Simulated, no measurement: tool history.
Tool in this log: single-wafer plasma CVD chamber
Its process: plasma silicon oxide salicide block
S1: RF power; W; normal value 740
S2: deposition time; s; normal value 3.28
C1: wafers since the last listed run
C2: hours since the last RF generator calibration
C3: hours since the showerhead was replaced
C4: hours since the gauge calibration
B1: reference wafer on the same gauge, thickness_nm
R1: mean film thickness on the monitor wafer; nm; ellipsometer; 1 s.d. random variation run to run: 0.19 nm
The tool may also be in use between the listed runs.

| run | day | S1 | S2 | C1 | C2 | C3 | C4 | B1 | R1 |
|---|---|---|---|---|---|---|---|---|---|
| 1 | 0 | 740 | 3.28 | 0 | 779.3 | 3755.8 | 1407.8 | 37.76 | 32.954 |
| 2 | 3.696 | 740 | 3.28 | 2708 | 868 | 3844.5 | 1496.5 | 37.813 | 32.964 |
| 3 | 6.129 | 740 | 3.28 | 1782 | 926.4 | 3902.9 | 1554.9 | 37.924 | 33.329 |
| 4 | 8.667 | 785 | 3.28 | 1859 | 987.3 | 3963.8 | 1615.8 | 37.836 | 33.79 |
| 5 | 12.696 | 740 | 3.28 | 2952 | 1084 | 4060.5 | 1712.5 | 37.825 | 33.228 |
| 6 | 17.379 | 805 | 2.97 | 3431 | 1196.4 | 4172.9 | 1824.9 | 37.79 | 31.164 |
| 7 | 21.433 | 805 | 2.97 | 2970 | 1293.7 | 4270.2 | 1922.2 | 37.792 | 31.066 |
| 8 | 24.717 | 740 | 3.28 | 2405 | 1372.5 | 4349 | 2001 | 37.828 | 33.694 |
| 9 | 28.183 | 625 | 3.28 | 2540 | 1455.7 | 4432.2 | 2084.2 | 37.81 | 31.178 |
| 10 | 32.054 | 625 | 3.28 | 2836 | 1548.6 | 4525.1 | 2177.1 | 37.8 | 31.239 |
| 11 | 36.104 | 670 | 3.28 | 2967 | 1645.8 | 4622.3 | 2274.3 | 37.759 | 32.022 |
| 12 | 37.925 | 805 | 3.28 | 1334 | 1689.5 | 4666 | 2318 | 37.804 | 34.393 |
| 13 | 41.825 | 805 | 3.28 | 2857 | 1783.1 | 4759.6 | 2411.6 | 37.817 | 34.05 |
| 14 | 46.075 | 805 | 3.28 | 3114 | 1885.1 | 4861.6 | 2513.6 | 37.81 | 33.792 |
| 15 | 48.658 | 740 | 3.28 | 1892 | 1947.1 | 4923.6 | 2575.6 | 37.792 | 33.124 |
|  | 49.729 | showerhead replaced |
| 16 | 52.683 | 740 | 2.98 | 2705 | 2043.7 | 70.9 | 2672.2 | 37.896 | 30.004 |
|  | 53.492 | RF generator calibrated |
| 17 | 54.238 | 740 | 2.98 | 894 | 17.9 | 108.2 | 2709.5 | 37.77 | 30.816 |
| 18 | 55.846 | 740 | 2.91 | 1178 | 56.5 | 146.8 | 2748.1 | 37.76 | 30.396 |
| 19 | 60.1 | 740 | 2.91 | 3117 | 158.6 | 248.9 | 2850.2 | 37.754 | 30.525 |
| 20 | 61.775 | 740 | 2.91 | 1227 | 198.8 | 289.1 | 2890.4 | 37.757 | 29.913 |
| 21 | 65.771 | 740 | 3.28 | 2927 | 294.7 | 385 | 2986.3 | 37.865 | 33.902 |
| 22 | 68.988 | 690 | 3.72 | 2356 | 371.9 | 462.2 | 3063.5 | 37.686 | 37.164 |
| 23 | 79.133 | 740 | 2.98 | 7434 | 615.4 | 705.7 | 3307 | 37.773 | 30.423 |
| 24 | 82.479 | 700 | 3.01 | 2451 | 695.7 | 786 | 3387.3 | 37.879 | 30.223 |
| 25 | 85.462 | 740 | 3.28 | 2186 | 767.3 | 857.6 | 3458.9 | 37.752 | 33.412 |
|  | 86.233 | gauge calibrated |
| 26 | 88.067 | 800 | 3.28 | 1908 | 829.8 | 920.1 | 44 | 37.82 | 34.667 |
| 27 | 90.75 | 740 | 3.28 | 1966 | 894.2 | 984.5 | 108.4 | 37.874 | 33.391 |
| 28 | 94.846 | 740 | 2.63 | 3001 | 992.5 | 1082.8 | 206.7 | 37.71 | 26.617 |
| 29 | 97.138 | 675 | 2.81 | 1679 | 1047.5 | 1137.8 | 261.7 | 37.799 | 27.507 |
| 30 | 98.862 | 880 | 3.56 | 1263 | 1088.9 | 1179.2 | 303.1 | 37.767 | 38.516 |
| 31 | 100.671 | 740 | 3.28 | 1325 | 1132.3 | 1222.6 | 346.5 | 37.822 | 33.285 |
| 32 | 106.671 | 740 | 3.5 | 4396 | 1276.3 | 1366.6 | 490.5 | 37.753 | 35.628 |
| 33 | 110.704 | 695 | 2.84 | 2955 | 1373.1 | 1463.4 | 587.3 | 37.786 | 28.338 |
| 34 | 114.504 | 805 | 3.28 | 2784 | 1464.3 | 1554.6 | 678.5 | 37.75 | 34.353 |
|  | 126.5 | RF generator calibrated |
| 35 | 127.371 | 740 | 3.28 | 9183 | 20.9 | 1863.4 | 987.3 | 37.865 | 34.525 |
| 36 | 129.758 | 740 | 3.28 | 1749 | 78.2 | 1920.7 | 1044.6 | 37.762 | 33.896 |
| 37 | 134.017 | 740 | 3.05 | 3120 | 180.4 | 2022.9 | 1146.8 | 37.689 | 31.665 |
| 38 | 135.846 | 870 | 3.28 | 1340 | 224.3 | 2066.8 | 1190.7 | 37.759 | 35.442 |
| 39 | 138.762 | 835 | 2.98 | 2137 | 294.3 | 2136.8 | 1260.7 | 37.816 | 31.905 |
| 40 | 140.912 | 740 | 3.28 | 1575 | 345.9 | 2188.4 | 1312.3 | 37.874 | 34.256 |
| 41 | 144.217 | 615 | 3.53 | 2421 | 425.2 | 2267.7 | 1391.6 | 37.712 | 33.919 |
| 42 | 148.692 | 690 | 3.81 | 3279 | 532.6 | 2375.1 | 1499 | 37.872 | 38.385 |
| 43 | 152.208 | 740 | 3.28 | 2576 | 617 | 2459.5 | 1583.4 | 37.791 | 33.619 |
| 44 | 155.433 | 740 | 3.63 | 2363 | 694.4 | 2536.9 | 1660.8 | 37.854 | 37.176 |
| 45 | 161.412 | 840 | 3.28 | 4381 | 837.9 | 2680.4 | 1804.3 | 37.847 | 34.902 |

Describe how what the log doesn't record of the tool's condition differs between the last listed run preceding each entry between runs and the first listed run following it.
From run 15 to run 16: showerhead replaced (day 49.729)
  delivered RF power above the setpoint (%): -8.83 -> -8.9
  the result without the hidden state subtracted from the measured one, R1: -1.087 -> -0.992 nm
From run 16 to run 17: RF generator calibrated (day 53.492)
  delivered RF power above the setpoint (%): -8.9 -> -1
  the result without the hidden state subtracted from the measured one, R1: -0.992 -> -0.108 nm
From run 25 to run 26: gauge calibrated (day 86.233)
  delivered RF power above the setpoint (%): -6.51 -> -6.74
  the result without the hidden state subtracted from the measured one, R1: -0.792 -> -0.854 nm
From run 34 to run 35: RF generator calibrated (day 126.5)
  delivered RF power above the setpoint (%): -8.24 -> -0.64
  the result without the hidden state subtracted from the measured one, R1: -1.047 -> -0.077 nm
